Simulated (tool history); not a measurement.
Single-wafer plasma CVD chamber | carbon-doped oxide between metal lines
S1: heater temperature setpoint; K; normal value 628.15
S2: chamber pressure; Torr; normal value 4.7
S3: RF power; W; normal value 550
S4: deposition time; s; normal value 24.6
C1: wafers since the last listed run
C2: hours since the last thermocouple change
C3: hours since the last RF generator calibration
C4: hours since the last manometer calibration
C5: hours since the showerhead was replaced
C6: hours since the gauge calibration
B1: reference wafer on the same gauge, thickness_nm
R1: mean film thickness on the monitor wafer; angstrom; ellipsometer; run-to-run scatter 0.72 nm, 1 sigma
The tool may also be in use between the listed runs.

{"run": 1, "hour": 0.0, "S1": 628.15, "S2": 4.7, "S3": 550, "S4": 24.6, "C1": 0, "C2": 1289.1, "C3": 2048.6, "C4": 2232, "C5": 5470, "C6": 57.7, "B1": 114.122, "R1": 1313.06}
{"run": 2, "hour": 59.4, "S1": 628.15, "S2": 4.7, "S3": 550, "S4": 26, "C1": 1596, "C2": 1348.5, "C3": 2108, "C4": 2291.4, "C5": 5529.4, "C6": 117.1, "B1": 114.258, "R1": 1383.26}
{"run": 3, "hour": 128.5, "S1": 628.15, "S2": 4.7, "S3": 550, "S4": 26, "C1": 1856, "C2": 1417.6, "C3": 2177.1, "C4": 2360.5, "C5": 5598.5, "C6": 186.2, "B1": 114.123, "R1": 1393.06}
{"run": 4, "hour": 156.5, "S1": 628.15, "S2": 4.7, "S3": 550, "S4": 24.6, "C1": 752, "C2": 1445.6, "C3": 2205.1, "C4": 2388.5, "C5": 5626.5, "C6": 214.2, "B1": 114.039, "R1": 1314.4}
{"run": 5, "hour": 194.7, "S1": 628.15, "S2": 4.36, "S3": 550, "S4": 26.5, "C1": 1026, "C2": 1483.8, "C3": 2243.3, "C4": 2426.7, "C5": 5664.7, "C6": 252.4, "B1": 113.604, "R1": 1412.41}
{"run": 6, "hour": 261.1, "S1": 638.15, "S2": 4.7, "S3": 580, "S4": 24.6, "C1": 1784, "C2": 1550.2, "C3": 2309.7, "C4": 2493.1, "C5": 5731.1, "C6": 318.8, "B1": 113.84, "R1": 1342.53}
{"hour": 277.9, "done": "showerhead replaced"}
{"run": 7, "hour": 310.2, "S1": 628.15, "S2": 4.7, "S3": 550, "S4": 24.6, "C1": 1104, "C2": 1599.3, "C3": 2358.8, "C4": 2542.2, "C5": 32.3, "C6": 367.9, "B1": 113.951, "R1": 1308.04}
{"run": 8, "hour": 343.9, "S1": 618.15, "S2": 4.7, "S3": 550, "S4": 24.6, "C1": 905, "C2": 1633, "C3": 2392.5, "C4": 2575.9, "C5": 66, "C6": 401.6, "B1": 114.006, "R1": 1360.01}
{"run": 9, "hour": 393.7, "S1": 642.15, "S2": 4.7, "S3": 480, "S4": 28.7, "C1": 1338, "C2": 1682.8, "C3": 2442.3, "C4": 2625.7, "C5": 115.8, "C6": 451.4, "B1": 114.143, "R1": 1311.99}
{"hour": 415.7, "done": "RF generator calibrated"}
{"run": 10, "hour": 440.8, "S1": 628.15, "S2": 4.7, "S3": 550, "S4": 24.6, "C1": 1050, "C2": 1729.9, "C3": 25.1, "C4": 2672.8, "C5": 162.9, "C6": 498.5, "B1": 114.101, "R1": 1322.84}
{"run": 11, "hour": 478.5, "S1": 628.15, "S2": 4.7, "S3": 510, "S4": 24.6, "C1": 1013, "C2": 1767.6, "C3": 62.8, "C4": 2710.5, "C5": 200.6, "C6": 536.2, "B1": 113.859, "R1": 1237.87}
{"hour": 488.5, "done": "capacitance manometer re-zeroed and calibrated"}
{"run": 12, "hour": 505.1, "S1": 635.15, "S2": 5.7, "S3": 550, "S4": 24.6, "C1": 499, "C2": 1794.2, "C3": 89.4, "C4": 16.6, "C5": 227.2, "C6": 562.8, "B1": 113.806, "R1": 1311.03}
{"run": 13, "hour": 532.9, "S1": 628.15, "S2": 4.7, "S3": 520, "S4": 24.6, "C1": 746, "C2": 1822, "C3": 117.2, "C4": 44.4, "C5": 255, "C6": 590.6, "B1": 114.02, "R1": 1261.31}
{"run": 14, "hour": 602.6, "S1": 628.15, "S2": 4.7, "S3": 550, "S4": 24.6, "C1": 1872, "C2": 1891.7, "C3": 186.9, "C4": 114.1, "C5": 324.7, "C6": 660.3, "B1": 114.044, "R1": 1313.46}
{"run": 15, "hour": 659.9, "S1": 628.15, "S2": 4.2, "S3": 550, "S4": 24.6, "C1": 1539, "C2": 1949, "C3": 244.2, "C4": 171.4, "C5": 382, "C6": 717.6, "B1": 113.918, "R1": 1299.09}
{"run": 16, "hour": 693.1, "S1": 628.15, "S2": 4.7, "S3": 550, "S4": 20.4, "C1": 892, "C2": 1982.2, "C3": 277.4, "C4": 204.6, "C5": 415.2, "C6": 750.8, "B1": 113.933, "R1": 1110.3}
{"hour": 718.6, "done": "thermocouple changed; heater temperature recalibrated"}
{"run": 17, "hour": 733.8, "S1": 623.15, "S2": 4.38, "S3": 595, "S4": 20.9, "C1": 878, "C2": 15.2, "C3": 318.1, "C4": 245.3, "C5": 455.9, "C6": 791.5, "B1": 114.008, "R1": 1198.85}
{"run": 18, "hour": 759.2, "S1": 628.15, "S2": 4.7, "S3": 550, "S4": 24.6, "C1": 682, "C2": 40.6, "C3": 343.5, "C4": 270.7, "C5": 481.3, "C6": 816.9, "B1": 114.042, "R1": 1326.19}
{"run": 19, "hour": 831.1, "S1": 618.15, "S2": 4.7, "S3": 550, "S4": 24.6, "C1": 1931, "C2": 112.5, "C3": 415.4, "C4": 342.6, "C5": 553.2, "C6": 888.8, "B1": 114.083, "R1": 1350.8}
{"run": 20, "hour": 864.8, "S1": 628.15, "S2": 4.7, "S3": 550, "S4": 24.6, "C1": 905, "C2": 146.2, "C3": 449.1, "C4": 376.3, "C5": 586.9, "C6": 922.5, "B1": 114.174, "R1": 1316.1}
{"run": 21, "hour": 918.3, "S1": 628.15, "S2": 4.7, "S3": 590, "S4": 20.9, "C1": 1437, "C2": 199.7, "C3": 502.6, "C4": 429.8, "C5": 640.4, "C6": 976, "B1": 114.058, "R1": 1187.25}
{"run": 22, "hour": 948.1, "S1": 623.15, "S2": 4.7, "S3": 550, "S4": 24.6, "C1": 800, "C2": 229.5, "C3": 532.4, "C4": 459.6, "C5": 670.2, "C6": 1005.8, "B1": 114.087, "R1": 1342.37}
{"run": 23, "hour": 1016.2, "S1": 628.15, "S2": 4.7, "S3": 550, "S4": 24.6, "C1": 1829, "C2": 297.6, "C3": 600.5, "C4": 527.7, "C5": 738.3, "C6": 1073.9, "B1": 114.22, "R1": 1318.31}
{"run": 24, "hour": 1058.3, "S1": 638.15, "S2": 4.14, "S3": 610, "S4": 28, "C1": 1131, "C2": 339.7, "C3": 642.6, "C4": 569.8, "C5": 780.4, "C6": 1116, "B1": 114.021, "R1": 1573.26}
{"run": 25, "hour": 1103.8, "S1": 628.15, "S2": 3.7, "S3": 600, "S4": 27.5, "C1": 1222, "C2": 385.2, "C3": 688.1, "C4": 615.3, "C5": 825.9, "C6": 1161.5, "B1": 114.048, "R1": 1545.71}

Run 26 comes next. What will it give?
{"run": 26, "hour": 1172.8, "S1": 628.15, "S2": 5.01, "S3": 600, "S4": 24.6, "C1": 1854, "C2": 454.2, "C3": 757.1, "C4": 684.3, "C5": 894.9, "C6": 1230.5, "B1": "?", "R1": "?"}

{"run 26": {"B1": 114.094, "R1": 1404.85}}
On a tool with no hidden condition, and with the same random variation, this run would have come out at R1 1404.85 angstrom.

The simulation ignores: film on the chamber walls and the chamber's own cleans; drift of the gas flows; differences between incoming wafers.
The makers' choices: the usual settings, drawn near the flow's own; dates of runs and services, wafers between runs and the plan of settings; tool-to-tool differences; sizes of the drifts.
